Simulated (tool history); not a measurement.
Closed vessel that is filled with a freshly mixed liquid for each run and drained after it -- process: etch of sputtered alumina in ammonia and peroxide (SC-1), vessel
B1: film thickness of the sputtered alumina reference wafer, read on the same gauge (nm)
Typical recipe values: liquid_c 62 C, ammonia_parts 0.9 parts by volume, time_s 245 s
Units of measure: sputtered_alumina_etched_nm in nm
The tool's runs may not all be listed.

Run 1, hour 0: usual settings but liquid_c 56 C; B1 109.2. Result: sputtered_alumina_etched_nm 16.91 nm.
Run 2, hour 13.6: usual settings but liquid_c 56 C; B1 109.14. Result: sputtered_alumina_etched_nm 16.56 nm.
Run 3, hour 32: usual settings; B1 109.08. Result: sputtered_alumina_etched_nm 22.79 nm.
Run 4, hour 44.3: usual settings; B1 109.03. Result: sputtered_alumina_etched_nm 22.89 nm.
Run 5, hour 56.5: usual settings; B1 108.97. Result: sputtered_alumina_etched_nm 22.34 nm.
Run 6, hour 86.5: usual settings; B1 108.85. Result: sputtered_alumina_etched_nm 22.47 nm.
Run 7, hour 103.2: usual settings; B1 108.74. Result: sputtered_alumina_etched_nm 22.49 nm.
Run 8, hour 137.7: usual settings; B1 108.6. Result: sputtered_alumina_etched_nm 22.75 nm.
Run 9, hour 172.7: usual settings; B1 108.38. Result: sputtered_alumina_etched_nm 23.01 nm.
Run 10, hour 205.6: usual settings; B1 108.2. Result: sputtered_alumina_etched_nm 22.49 nm.
Run 11, hour 225.7: usual settings but liquid_c 54 C; B1 108.05. Result: sputtered_alumina_etched_nm 14.97 nm.
Run 12, hour 251.3: usual settings but liquid_c 54 C; B1 107.88. Result: sputtered_alumina_etched_nm 14.72 nm.
Run 13, hour 269: usual settings; B1 107.75. Result: sputtered_alumina_etched_nm 22.31 nm.
At hour 283.9: new drum of ammonia solution connected.
Run 14, hour 289.1: usual settings but liquid_c 69.5 C; B1 107.62. Result: sputtered_alumina_etched_nm 32.24 nm.
Run 15, hour 316.1: usual settings but liquid_c 65.5 C, ammonia_parts 0.75 parts by volume, time_s 100 s; B1 107.45. Result: sputtered_alumina_etched_nm 10.9 nm.
Run 16, hour 351.9: usual settings but liquid_c 54.5 C, ammonia_parts 1 parts by volume, time_s 315 s; B1 107.16. Result: sputtered_alumina_etched_nm 19.42 nm.
Run 17, hour 383.3: usual settings but liquid_c 54 C; B1 106.93. Result: sputtered_alumina_etched_nm 14.72 nm.
At hour 409.2: ammonia flow meter replaced.
At hour 428.7: gauge calibrated.
At hour 458.6: thermometer replaced.
Run 18, hour 478.4: usual settings; B1 110.02. Result: sputtered_alumina_etched_nm 22.89 nm.
Run 19, hour 514.3: usual settings; B1 110. Result: sputtered_alumina_etched_nm 22.91 nm.
Run 20, hour 547.7: usual settings but liquid_c 68.5 C, ammonia_parts 0.6 parts by volume; B1 109.96. Result: sputtered_alumina_etched_nm 30.27 nm.
Run 21, hour 608: usual settings but liquid_c 69.5 C, ammonia_parts 1.1 parts by volume, time_s 290 s; B1 109.87. Result: sputtered_alumina_etched_nm 39.84 nm.
Run 22, hour 629.3: usual settings but liquid_c 68 C, ammonia_parts 0.65 parts by volume, time_s 195 s; B1 109.82. Result: sputtered_alumina_etched_nm 24.07 nm.
Run 23, hour 650.3: usual settings but ammonia_parts 1.2 parts by volume, time_s 190 s; B1 109.78. Result: sputtered_alumina_etched_nm 18.26 nm.
Run 24, hour 682.2: usual settings but ammonia_parts 1.2 parts by volume; B1 109.68. Result: sputtered_alumina_etched_nm 23.47 nm.
Run 25, hour 710.6: usual settings but liquid_c 70 C, ammonia_parts 1.05 parts by volume, time_s 110 s; B1 109.59. Result: sputtered_alumina_etched_nm 15.38 nm.
Run 26, hour 746: usual settings but time_s 145 s; B1 109.51. Result: sputtered_alumina_etched_nm 13.28 nm.

Predict each of these 4 candidate next runs independently; none follows another, all start after run 26:
Run A, hour 746.7: usual settings but liquid_c 68.5 C; B1 ?. Result: sputtered_alumina_etched_nm ?.
Run B, hour 746.7: usual settings but liquid_c 54 C, ammonia_parts 0.8 parts by volume; B1 ?. Result: sputtered_alumina_etched_nm ?.
Run C, hour 746.7: usual settings but liquid_c 57 C, ammonia_parts 0.55 parts by volume, time_s 385 s; B1 ?. Result: sputtered_alumina_etched_nm ?.
Run D, hour 746.7: usual settings but liquid_c 52.5 C, ammonia_parts 1.2 parts by volume, time_s 105 s; B1 ?. Result: sputtered_alumina_etched_nm ?.

run      B1  sputtered_alumina_etched_nm
  A  109.47                        31.79
  B  109.47                        15.03
  C  109.47                        26.71
  D  109.47                         6.17
With no hidden state in the tool, these same runs would have given:
run  sputtered_alumina_etched_nm
  A                        31.94
  B                         15.1
  C                        26.84
  D                          6.2
